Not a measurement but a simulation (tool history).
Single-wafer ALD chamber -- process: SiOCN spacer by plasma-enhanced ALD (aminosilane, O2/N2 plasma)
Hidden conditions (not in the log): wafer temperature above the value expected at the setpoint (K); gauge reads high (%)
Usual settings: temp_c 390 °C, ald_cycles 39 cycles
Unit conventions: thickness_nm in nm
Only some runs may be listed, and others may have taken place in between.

run,hour,temp_c,ald_cycles,wafers since the last listed run,hours since the last thermocouple change,hours since the gauge calibration,"read-back reference wafer on the same gauge, thickness_nm",thickness_nm
1,0,390,39,0,383.6,959.8,2.72,2.578
2,69.2,390,39,560,452.8,1029,2.722,2.578
3,106.7,390,39,303,490.3,1066.5,2.72,2.575
4,156.6,390,39,404,540.2,1116.4,2.721,2.579
5,220.2,390,39,515,603.8,1180,2.721,2.581
6,279.1,390,39,477,662.7,1238.9,2.719,2.583
7,308.8,390,39,240,692.4,1268.6,2.72,2.58
8,362.1,398,39,431,745.7,1321.9,2.72,2.579
9,406.1,398,39,356,789.7,1365.9,2.72,2.569
10,438.3,398,39,260,821.9,1398.1,2.72,2.566
11,480.3,390,39,340,863.9,1440.1,2.72,2.572
12,552.1,390,39,581,935.7,1511.9,2.717,2.57
13,581.2,390,39,235,964.8,1541,2.721,2.572
14,630.3,390,39,397,1013.9,1590.1,2.719,2.583
15,664.6,390,39,277,1048.2,1624.4,2.722,2.573
16,736.1,390,39,579,1119.7,1695.9,2.718,2.564
17,799.9,390,39,516,1183.5,1759.7,2.72,2.579
18,831.1,390,39,252,1214.7,1790.9,2.719,2.573
19,862.8,390,33,256,1246.4,1822.6,2.72,2.175
20,890.3,390,45,222,1273.9,1850.1,2.72,2.963
21,948.5,390,45,471,1332.1,1908.3,2.72,2.961
22,1114.6,390,39,1345,1498.2,2074.4,2.72,2.576
# hour 1118.2: gauge calibrated
23,1169.5,403,36,444,1553.1,51.3,2.72,2.339
24,1207.1,394,45,304,1590.7,88.9,2.722,2.97
25,1275.4,390,39,553,1659,157.2,2.722,2.581
# hour 1295: thermocouple changed; heater temperature recalibrated
26,1339.1,402,34,451,44.1,220.9,2.719,2.226
27,1385.4,401,39,375,90.4,267.2,2.722,2.548
28,1415.3,378,39,242,120.3,297.1,2.723,2.583
29,1460.3,385,36,364,165.3,342.1,2.717,2.387
30,1499.1,386,41,314,204.1,380.9,2.719,2.701
31,1566.3,380,36,544,271.3,448.1,2.72,2.376
32,1608.6,390,39,342,313.6,490.4,2.719,2.566
33,1694.4,394,39,695,399.4,576.2,2.721,2.568
34,1720.8,390,39,213,425.8,602.6,2.718,2.58
35,1772.1,390,39,415,477.1,653.9,2.719,2.573
36,1812,400,39,323,517,693.8,2.719,2.562
37,1856.8,402,39,363,561.8,738.6,2.719,2.536
38,1907,390,39,406,612,788.8,2.72,2.581
39,1947.8,400,34,330,652.8,829.6,2.721,2.226
40,1980.3,398,39,263,685.3,862.1,2.719,2.576
41,2023.5,400,32,350,728.5,905.3,2.719,2.105
42,2050.5,390,39,218,755.5,932.3,2.72,2.573

Take each entry between the runs: how does the hidden state at the last listed run before it differ from the hidden state at the first listed run after it?
In the gap between runs 22 and 23: gauge calibrated (hour 1118.2)
  both runs share identical hidden conditions
In the gap between runs 25 and 26: thermocouple changed; heater temperature recalibrated (hour 1295)
  both runs share identical hidden conditions
